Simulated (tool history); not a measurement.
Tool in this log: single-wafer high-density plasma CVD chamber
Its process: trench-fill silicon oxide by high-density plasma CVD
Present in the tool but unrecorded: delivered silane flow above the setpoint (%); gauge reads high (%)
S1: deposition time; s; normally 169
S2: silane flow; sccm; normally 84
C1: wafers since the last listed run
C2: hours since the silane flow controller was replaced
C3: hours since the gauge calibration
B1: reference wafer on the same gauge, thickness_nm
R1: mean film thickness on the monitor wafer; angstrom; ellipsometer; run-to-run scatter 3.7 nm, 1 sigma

run,hour,S1,S2,C1,C2,C3,B1,R1
1,0.0,169,84,0,1356.9,417.0,1430.145,14092.18
2,20.8,169,84,235,1377.7,437.8,1428.599,14057.28
3,32.8,169,84,135,1389.7,449.8,1429.980,14084.26
4,62.5,169,84,336,1419.4,479.5,1428.656,14100.06
5,88.3,169,84,292,1445.2,505.3,1429.854,14007.36
6,120.4,169,84,363,1477.3,537.4,1430.128,14115.88
7,135.6,169,84,172,1492.5,552.6,1430.072,14093.14
8,172.3,169,84,415,1529.2,589.3,1428.427,14193.88
9,185.7,169,84,151,1542.6,602.7,1429.684,14165.60
10,270.6,169,84,961,1627.5,687.6,1429.719,14118.19
11,305.5,169,84,395,1662.4,722.5,1429.429,14105.69
12,329.1,190,84,267,1686.0,746.1,1430.463,15892.76
13,343.6,190,84,164,1700.5,760.6,1431.184,15857.03
14,368.6,181,84,283,1725.5,785.6,1430.307,15176.39
# hour 381.3: gauge calibrated
15,392.4,169,84,269,1749.3,11.1,1430.485,14167.93
# hour 406.5: silane flow controller replaced
16,420.5,169,84,227,14.0,39.2,1430.763,14159.02
17,449.6,142,69,329,43.1,68.3,1429.399,9761.59
18,463.1,143,84,152,56.6,81.8,1429.904,11950.36
19,492.9,189,89,337,86.4,111.6,1429.870,16746.05
20,511.5,146,70,210,105.0,130.2,1429.564,10113.43
21,541.5,169,84,339,135.0,160.2,1428.578,14072.91
22,566.2,198,67,279,159.7,184.9,1430.003,13118.32
23,593.4,169,84,307,186.9,212.1,1429.119,14135.69
24,622.8,169,84,332,216.3,241.5,1430.912,14044.14
25,637.4,196,69,165,230.9,256.1,1429.265,13507.69
26,668.3,200,68,349,261.8,287.0,1429.479,13509.03
27,692.4,169,84,272,285.9,311.1,1430.329,14177.20
28,716.1,140,99,268,309.6,334.8,1430.434,13784.41
29,737.5,184,84,242,331.0,356.2,1429.192,15333.56
30,751.0,169,68,152,344.5,369.7,1430.473,11439.50
31,776.0,153,77,283,369.5,394.7,1430.147,11721.46
32,788.2,196,84,138,381.7,406.9,1428.534,16347.89

Each row is a separate what-if for the run after 32, all from the same tool condition, not one after another. Results?
A,788.6,169,84,4,382.1,407.3,?,?
B,788.6,146,94,4,382.1,407.3,?,?
C,788.6,169,96,4,382.1,407.3,?,?

run,B1,R1
A,1430.313,14166.21
B,1430.313,13695.20
C,1430.313,16189.95
Had the tool no hidden state, the same runs would have come out as:
run,R1
A,14166.21
B,13695.20
C,16189.95
